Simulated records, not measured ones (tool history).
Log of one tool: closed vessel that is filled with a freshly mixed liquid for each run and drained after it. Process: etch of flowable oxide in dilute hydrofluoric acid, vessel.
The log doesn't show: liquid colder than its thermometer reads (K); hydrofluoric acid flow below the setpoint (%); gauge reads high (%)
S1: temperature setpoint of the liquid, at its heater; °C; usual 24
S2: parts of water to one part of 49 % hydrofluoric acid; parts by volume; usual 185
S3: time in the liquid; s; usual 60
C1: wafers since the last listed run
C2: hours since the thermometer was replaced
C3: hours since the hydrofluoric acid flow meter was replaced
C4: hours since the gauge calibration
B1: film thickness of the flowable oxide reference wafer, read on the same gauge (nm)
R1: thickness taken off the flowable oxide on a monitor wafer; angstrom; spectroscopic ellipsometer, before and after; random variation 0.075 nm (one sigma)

{"run": 1, "day": 0.0, "S1": 20, "S2": 185, "S3": 60, "C1": 0, "C2": 266.1, "C3": 448.5, "C4": 417.3, "B1": 150, "R1": 106.2}
{"run": 2, "day": 1.1, "S1": 20, "S2": 185, "S3": 60, "C1": 1725, "C2": 292.5, "C3": 474.9, "C4": 443.7, "B1": 150.03, "R1": 106.6}
{"run": 3, "day": 2.154, "S1": 24, "S2": 205, "S3": 60, "C1": 1653, "C2": 317.8, "C3": 500.2, "C4": 469, "B1": 150, "R1": 109.6}
{"run": 4, "day": 3.842, "S1": 24, "S2": 205, "S3": 60, "C1": 2646, "C2": 358.3, "C3": 540.7, "C4": 509.5, "B1": 150.01, "R1": 109.4}
{"run": 5, "day": 6.404, "S1": 27.5, "S2": 185, "S3": 60, "C1": 4019, "C2": 419.8, "C3": 602.2, "C4": 571, "B1": 150.01, "R1": 139.9}
{"run": 6, "day": 7.892, "S1": 27.5, "S2": 185, "S3": 60, "C1": 2333, "C2": 455.5, "C3": 637.9, "C4": 606.7, "B1": 150.01, "R1": 140.2}
{"run": 7, "day": 10.812, "S1": 24, "S2": 185, "S3": 80, "C1": 4581, "C2": 525.6, "C3": 708, "C4": 676.8, "B1": 150.02, "R1": 160.9}
{"day": 11.538, "done": "gauge calibrated"}
{"run": 8, "day": 12.721, "S1": 24, "S2": 185, "S3": 60, "C1": 2993, "C2": 571.4, "C3": 753.8, "C4": 28.4, "B1": 150.01, "R1": 121.4}
{"day": 13.183, "done": "hydrofluoric acid flow meter replaced"}
{"run": 9, "day": 14.925, "S1": 24, "S2": 185, "S3": 60, "C1": 3392, "C2": 624.3, "C3": 41.8, "C4": 81.3, "B1": 149.96, "R1": 121.5}
{"run": 10, "day": 16.529, "S1": 24, "S2": 185, "S3": 60, "C1": 2516, "C2": 662.8, "C3": 80.3, "C4": 119.8, "B1": 150, "R1": 121}
{"run": 11, "day": 19.162, "S1": 24, "S2": 185, "S3": 85, "C1": 4130, "C2": 726, "C3": 143.5, "C4": 183, "B1": 149.99, "R1": 169}
{"day": 19.721, "done": "thermometer replaced"}
{"run": 12, "day": 21.575, "S1": 24, "S2": 165, "S3": 60, "C1": 3718, "C2": 44.5, "C3": 201.4, "C4": 240.9, "B1": 150, "R1": 144.9}
{"run": 13, "day": 23.304, "S1": 24, "S2": 165, "S3": 60, "C1": 2712, "C2": 86, "C3": 242.9, "C4": 282.4, "B1": 150.01, "R1": 146.5}
{"run": 14, "day": 25.225, "S1": 24, "S2": 165, "S3": 60, "C1": 3012, "C2": 132.1, "C3": 289, "C4": 328.5, "B1": 150.01, "R1": 145.3}
{"run": 15, "day": 28.192, "S1": 19.5, "S2": 270, "S3": 60, "C1": 4653, "C2": 203.3, "C3": 360.2, "C4": 399.7, "B1": 150.01, "R1": 66.6}
{"run": 16, "day": 30.708, "S1": 21, "S2": 105, "S3": 60, "C1": 3947, "C2": 263.7, "C3": 420.6, "C4": 460.1, "B1": 149.98, "R1": 212.5}
{"run": 17, "day": 33.442, "S1": 28, "S2": 185, "S3": 30, "C1": 4287, "C2": 329.3, "C3": 486.2, "C4": 525.7, "B1": 150.01, "R1": 72.8}
{"run": 18, "day": 35.988, "S1": 24, "S2": 185, "S3": 60, "C1": 3993, "C2": 390.4, "C3": 547.3, "C4": 586.8, "B1": 149.98, "R1": 123.8}
{"run": 19, "day": 38.492, "S1": 26, "S2": 160, "S3": 80, "C1": 3927, "C2": 450.5, "C3": 607.4, "C4": 646.9, "B1": 150.01, "R1": 210.8}
{"day": 38.821, "done": "hydrofluoric acid flow meter replaced"}
{"run": 20, "day": 40.854, "S1": 24, "S2": 185, "S3": 60, "C1": 3640, "C2": 507.2, "C3": 48.8, "C4": 703.6, "B1": 150.01, "R1": 121.3}
{"run": 21, "day": 43.454, "S1": 24, "S2": 185, "S3": 60, "C1": 4078, "C2": 569.6, "C3": 111.2, "C4": 766, "B1": 150.03, "R1": 121.7}
{"day": 45.725, "done": "gauge calibrated"}
{"run": 22, "day": 46.446, "S1": 22, "S2": 185, "S3": 40, "C1": 4692, "C2": 641.4, "C3": 183, "C4": 17.3, "B1": 150, "R1": 74.8}
{"run": 23, "day": 49.408, "S1": 22, "S2": 240, "S3": 30, "C1": 4646, "C2": 712.5, "C3": 254.1, "C4": 88.4, "B1": 149.98, "R1": 41.1}
{"run": 24, "day": 51.117, "S1": 24, "S2": 205, "S3": 60, "C1": 2679, "C2": 753.5, "C3": 295.1, "C4": 129.4, "B1": 150, "R1": 107.2}
{"run": 25, "day": 52.838, "S1": 26, "S2": 220, "S3": 30, "C1": 2699, "C2": 794.8, "C3": 336.4, "C4": 170.7, "B1": 150, "R1": 52}
{"run": 26, "day": 54.433, "S1": 24, "S2": 185, "S3": 60, "C1": 2503, "C2": 833.1, "C3": 374.7, "C4": 209, "B1": 150.02, "R1": 119.1}
{"run": 27, "day": 56.996, "S1": 19, "S2": 255, "S3": 30, "C1": 4019, "C2": 894.6, "C3": 436.2, "C4": 270.5, "B1": 149.99, "R1": 33.4}
{"day": 57.725, "done": "thermometer replaced"}
{"run": 28, "day": 58.267, "S1": 24, "S2": 185, "S3": 60, "C1": 1928, "C2": 13, "C3": 466.7, "C4": 301, "B1": 149.98, "R1": 127.1}
{"run": 29, "day": 60.429, "S1": 24, "S2": 245, "S3": 60, "C1": 3392, "C2": 64.9, "C3": 518.6, "C4": 352.9, "B1": 150.02, "R1": 90.1}

The same runs without the tool's hidden state, with the same run-to-run variation:
run=1 R1=109.5
run=2 R1=110.2
run=3 R1=113.3
run=4 R1=113.4
run=5 R1=145.6
run=6 R1=146.3
run=7 R1=169.1
run=8 R1=128
run=9 R1=128.7
run=10 R1=128.5
run=11 R1=180.4
run=12 R1=145.6
run=13 R1=147.8
run=14 R1=147
run=15 R1=67.8
run=16 R1=217.6
run=17 R1=74.7
run=18 R1=127.8
run=19 R1=218.5
run=20 R1=126.3
run=21 R1=127.4
run=22 R1=78.8
run=23 R1=43.4
run=24 R1=113.7
run=25 R1=55.2
run=26 R1=127.2
run=27 R1=35.9
run=28 R1=127.4
run=29 R1=90.7

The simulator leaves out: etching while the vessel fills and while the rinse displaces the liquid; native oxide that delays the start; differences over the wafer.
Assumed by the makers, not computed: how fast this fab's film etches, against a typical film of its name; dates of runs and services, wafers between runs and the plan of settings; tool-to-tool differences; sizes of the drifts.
